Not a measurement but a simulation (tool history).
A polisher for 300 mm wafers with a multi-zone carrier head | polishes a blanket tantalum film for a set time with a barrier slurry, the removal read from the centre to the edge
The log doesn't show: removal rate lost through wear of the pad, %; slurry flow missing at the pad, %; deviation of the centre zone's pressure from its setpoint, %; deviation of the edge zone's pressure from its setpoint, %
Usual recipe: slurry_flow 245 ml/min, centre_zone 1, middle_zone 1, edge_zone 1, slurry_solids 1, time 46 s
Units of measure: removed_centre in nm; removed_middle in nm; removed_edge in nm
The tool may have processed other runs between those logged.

run,hour,slurry_flow,centre_zone,middle_zone,edge_zone,slurry_solids,time,wafers since the last listed run,wafers polished on this pad,hours since the slurry nozzle was cleaned,hours since the centre zone pressure was calibrated,hours since the edge zone pressure was calibrated,hours since the carrier head's membrane was replaced,"incoming thickness of the incoming film, nm",removed_centre,removed_middle,removed_edge
1,0,245,1,1,1,1,46,0,444,216.7,862.6,856.5,1459.7,345.9,113.3,113.8,117.3
2,12,245,1,1,1,1,46,88,532,228.7,874.6,868.5,1471.7,344.7,112.4,112.9,118
3,21.6,245,1.08,1,1,1,46,70,602,238.3,884.2,878.1,1481.3,342.9,117.2,114.7,118
4,31.6,245,1.08,1,1,1,46,73,676,248.3,894.2,888.1,1491.3,343,116.9,113.3,115.3
5,49.2,245,1.08,1,1,1,46,129,805,265.9,911.8,905.7,1508.9,339,117.7,112.1,116.2
# hour 64.6: worn pad replaced by a new one
6,65.1,245,1,1,1,1,57,87,3,281.8,927.7,921.6,1524.8,340.8,136.5,138.4,146
7,76.4,245,1,1,1,1,57,82,86,293.1,939,932.9,1536.1,342.3,137.3,137.9,141.4
# hour 91.3: edge zone pressure recalibrated
8,91.8,245,1,1,1,0.95,46,98,184,308.5,954.4,0.5,1551.5,342.7,106.8,107.1,111.4
9,106.6,245,0.94,0.92,1,1,53,108,293,323.3,969.2,15.3,1566.3,338.5,120.7,116.1,135
10,115.4,245,1,1,1,1,60,64,357,332.1,978,24.1,1575.1,338.6,140.3,141,146.4
11,129.9,245,1,1,1,1,46,106,463,346.6,992.5,38.6,1589.6,339.6,106.9,109.4,114
# hour 136.6: carrier head's membrane replaced by a new one
# hour 145.2: centre zone pressure recalibrated
12,145.7,245,1,1,1,1,46,64,528,362.4,0.5,54.4,9.1,340.5,108.6,107.4,113.9
13,159.2,270,0.9,0.94,1,1,60,99,627,375.9,14,67.9,22.6,340.7,133.4,137.2,149.3
# hour 162.8: slurry nozzle cleaned
14,167.4,245,1,1.1,1,1,46,52,680,4.6,22.2,76.1,30.8,338.8,120.6,128.5,121.8
15,178.2,245,1,0.91,1,1,46,79,759,15.4,33,86.9,41.6,334.4,117.6,109.4,121.8
# hour 189.1: worn pad replaced by a new one
16,189.6,245,1,1,1,1,46,54,3,26.8,44.4,98.3,53,342.9,119.7,120.4,120.3
17,203.7,245,1,0.9,1,1,41,103,107,40.9,58.5,112.4,67.1,336,104.5,97.2,106.6

Run 18 has not been measured yet. What should we expect?
18,217.9,315,1,1.03,1.03,1,30,104,211,55.1,72.7,126.6,81.3,337.5,?,?,?

removed_centre: 80.5 nm
removed_middle: 81.2 nm
removed_edge: 81.3 nm
Were there no unlogged condition in the tool, this run, its random variation unchanged, would have produced removed_centre 81.5 nm, removed_middle 82.1 nm, removed_edge 82.1 nm.

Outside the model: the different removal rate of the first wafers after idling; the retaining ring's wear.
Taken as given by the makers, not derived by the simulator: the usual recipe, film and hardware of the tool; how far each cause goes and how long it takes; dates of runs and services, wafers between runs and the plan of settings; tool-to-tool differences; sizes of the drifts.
